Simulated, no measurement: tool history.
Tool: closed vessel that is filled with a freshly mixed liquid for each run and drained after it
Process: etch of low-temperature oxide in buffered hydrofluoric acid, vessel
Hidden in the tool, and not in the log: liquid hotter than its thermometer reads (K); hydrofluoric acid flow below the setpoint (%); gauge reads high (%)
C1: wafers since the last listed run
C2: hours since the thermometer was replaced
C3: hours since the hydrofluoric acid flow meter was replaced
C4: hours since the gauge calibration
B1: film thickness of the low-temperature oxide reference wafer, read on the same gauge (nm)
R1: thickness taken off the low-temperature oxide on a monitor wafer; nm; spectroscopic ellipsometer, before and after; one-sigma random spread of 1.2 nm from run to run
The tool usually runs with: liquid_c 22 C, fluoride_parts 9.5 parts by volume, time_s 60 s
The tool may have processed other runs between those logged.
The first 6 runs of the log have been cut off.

{"run": 7, "day": 12.304, "liquid_c": 22, "fluoride_parts": 9.5, "time_s": 60, "C1": 2343, "C2": 1999, "C3": 93.7, "C4": 1837, "B1": 49.99, "R1": 292.83}
{"run": 8, "day": 13.646, "liquid_c": 22, "fluoride_parts": 9.5, "time_s": 60, "C1": 2293, "C2": 2031.2, "C3": 125.9, "C4": 1869.2, "B1": 50.01, "R1": 292.23}
{"run": 9, "day": 15.021, "liquid_c": 22, "fluoride_parts": 9.5, "time_s": 50, "C1": 2350, "C2": 2064.2, "C3": 158.9, "C4": 1902.2, "B1": 50.01, "R1": 243.03}
{"run": 10, "day": 17.346, "liquid_c": 22, "fluoride_parts": 9.5, "time_s": 60, "C1": 3974, "C2": 2120, "C3": 214.7, "C4": 1958, "B1": 50.01, "R1": 290.44}
{"run": 11, "day": 20.112, "liquid_c": 24, "fluoride_parts": 9.5, "time_s": 85, "C1": 4729, "C2": 2186.4, "C3": 281.1, "C4": 2024.4, "B1": 50, "R1": 459.45}
{"run": 12, "day": 22.012, "liquid_c": 26.5, "fluoride_parts": 9.5, "time_s": 40, "C1": 3247, "C2": 2232, "C3": 326.7, "C4": 2070, "B1": 49.98, "R1": 246.64}
{"run": 13, "day": 24.729, "liquid_c": 24.5, "fluoride_parts": 9.5, "time_s": 35, "C1": 4643, "C2": 2297.2, "C3": 391.9, "C4": 2135.2, "B1": 50, "R1": 192.04}
{"run": 14, "day": 26.104, "liquid_c": 22, "fluoride_parts": 9.5, "time_s": 60, "C1": 2350, "C2": 2330.2, "C3": 424.9, "C4": 2168.2, "B1": 50, "R1": 289.28}
{"run": 15, "day": 28.771, "liquid_c": 22, "fluoride_parts": 9.5, "time_s": 60, "C1": 4558, "C2": 2394.2, "C3": 488.9, "C4": 2232.2, "B1": 49.96, "R1": 290.21}
{"run": 16, "day": 30.271, "liquid_c": 26.5, "fluoride_parts": 8, "time_s": 80, "C1": 2564, "C2": 2430.2, "C3": 524.9, "C4": 2268.2, "B1": 50, "R1": 569.73}
{"run": 17, "day": 32.829, "liquid_c": 25, "fluoride_parts": 7.5, "time_s": 90, "C1": 4373, "C2": 2491.6, "C3": 586.3, "C4": 2329.6, "B1": 49.97, "R1": 632.36}
{"run": 18, "day": 35.367, "liquid_c": 18.5, "fluoride_parts": 12.5, "time_s": 35, "C1": 4337, "C2": 2552.5, "C3": 647.2, "C4": 2390.5, "B1": 49.99, "R1": 106.39}

Expected results for the next run?
{"run": 19, "day": 36.496, "liquid_c": 22, "fluoride_parts": 9.5, "time_s": 35, "C1": 1930, "C2": 2579.6, "C3": 674.3, "C4": 2417.6, "B1": "?", "R1": "?"}

Logged for run 19: B1 50.02, R1 168.02 nm.
If the tool had no hidden condition, the same run with the same run-to-run variation would have returned R1 171.12 nm.
